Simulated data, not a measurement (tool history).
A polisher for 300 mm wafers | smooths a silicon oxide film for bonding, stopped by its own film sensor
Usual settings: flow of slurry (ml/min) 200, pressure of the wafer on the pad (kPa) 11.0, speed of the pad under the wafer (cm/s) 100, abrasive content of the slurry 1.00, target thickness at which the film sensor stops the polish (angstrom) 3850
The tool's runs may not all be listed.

run	day	flow of slurry (ml/min)	pressure of the wafer on the pad (kPa)	speed of the pad under the wafer (cm/s)	abrasive content of the slurry	target thickness at which the film sensor stops the polish (angstrom)	wafers since the last listed run	wafers polished on this pad	hours since the slurry nozzle was cleaned	hours since the head pressure was calibrated	hours since the slurry blender was calibrated	incoming thickness of the incoming film, nm	time until the film sensor stopped the polish (s)
1	0.000	200	11.0	110	1.00	3850	0	564	440.6	1357.4	62.3	435.7	101.6
# day 0.204: worn pad replaced by a new one, repeated, since the last time left the tool worse
2	0.750	200	11.0	84	1.00	3850	102	95	458.6	1375.4	80.3	441.7	123.2
3	1.204	200	11.0	84	1.00	3850	79	174	469.5	1386.3	91.2	440.1	116.2
4	1.929	200	11.0	100	1.00	3850	127	302	486.9	1403.7	108.6	439.8	106.3
5	2.371	200	11.0	100	1.00	3850	77	379	497.5	1414.3	119.2	444.9	116.7
6	3.050	200	11.0	100	0.85	3800	119	498	513.8	1430.6	135.5	437.6	119.8
7	3.633	200	11.0	100	0.85	3800	102	600	527.8	1444.6	149.5	443.7	131.2
# day 4.283: slurry blender recalibrated
8	4.304	200	11.0	100	0.85	3800	102	703	543.9	1460.7	0.5	430.8	106.6
9	4.604	200	11.0	100	0.90	3850	52	756	551.1	1467.9	7.7	437.7	108.2
10	5.183	265	11.0	114	0.90	3850	101	857	565.0	1481.8	21.6	447.3	111.7
11	5.542	200	11.0	100	1.00	3850	62	920	573.6	1490.4	30.2	443.7	115.1
12	5.971	200	11.0	100	1.00	3850	75	995	583.9	1500.7	40.5	443.4	114.1
13	6.238	200	11.0	100	1.00	3850	46	1042	590.3	1507.1	46.9	447.5	122.5
# day 6.375: slurry nozzle cleaned
14	6.825	245	11.0	68	1.00	3850	95	1138	10.8	1521.2	61.0	441.5	151.3
15	7.362	150	11.0	128	1.00	3670	94	1232	23.7	1534.1	73.9	441.2	125.8
16	7.725	165	9.0	100	0.75	3850	63	1295	32.4	1542.8	82.6	434.6	141.2
# day 7.946: head pressure recalibrated
17	8.096	200	11.0	128	1.00	3850	50	1346	41.3	3.6	91.5	440.2	86.6
18	8.733	200	11.0	100	1.00	3850	111	1457	56.6	18.9	106.8	432.7	96.4
19	9.158	180	12.4	86	1.00	3850	74	1532	66.8	29.1	117.0	434.6	100.1
# day 9.392: worn pad replaced by a new one
20	9.525	130	13.1	70	1.00	3740	35	23	75.6	37.9	125.8	441.2	153.2
21	9.846	200	11.0	100	1.00	3850	56	79	83.3	45.6	133.5	440.6	106.8
# day 9.996: slurry blender recalibrated
22	10.442	200	11.0	100	0.85	4030	89	169	97.6	59.9	10.7	440.2	76.4
23	10.733	200	14.5	100	1.00	3850	51	220	104.6	66.9	17.7	443.4	85.9
24	11.083	200	8.3	86	1.20	3980	61	281	113.0	75.3	26.1	437.0	103.4
25	11.717	200	11.0	100	1.00	3850	110	392	128.2	90.5	41.3	441.1	110.0
26	11.975	145	14.5	100	0.90	4030	45	438	134.4	96.7	47.5	440.3	62.3
27	14.179	200	11.0	100	1.00	3850	386	824	187.3	149.6	100.4	431.7	92.5
28	14.533	200	12.4	100	1.00	3990	62	886	195.8	158.1	108.9	432.2	57.8
29	14.846	200	11.0	100	1.00	3920	54	941	203.3	165.6	116.4	437.1	87.1

Forecast each of these 5 alternatives for the next run:
A	14.867	200	11.0	100	1.00	3850	3	944	203.8	166.1	116.9	448.4	?
B	14.867	200	8.3	130	1.10	3850	3	944	203.8	166.1	116.9	448.4	?
C	14.867	145	11.0	100	1.00	3850	3	944	203.8	166.1	116.9	448.4	?
D	14.867	200	11.0	88	1.00	3850	3	944	203.8	166.1	116.9	448.4	?
E	14.867	200	12.4	100	1.10	3920	3	944	203.8	166.1	116.9	448.4	?

run	time until the film sensor stopped the polish (s)
A	127.7
B	130.8
C	135.1
D	141.5
E	97.5
Without the tool's hidden state the same runs would have given:
run	time until the film sensor stopped the polish (s)
A	119.8
B	122.7
C	126.8
D	132.7
E	91.5
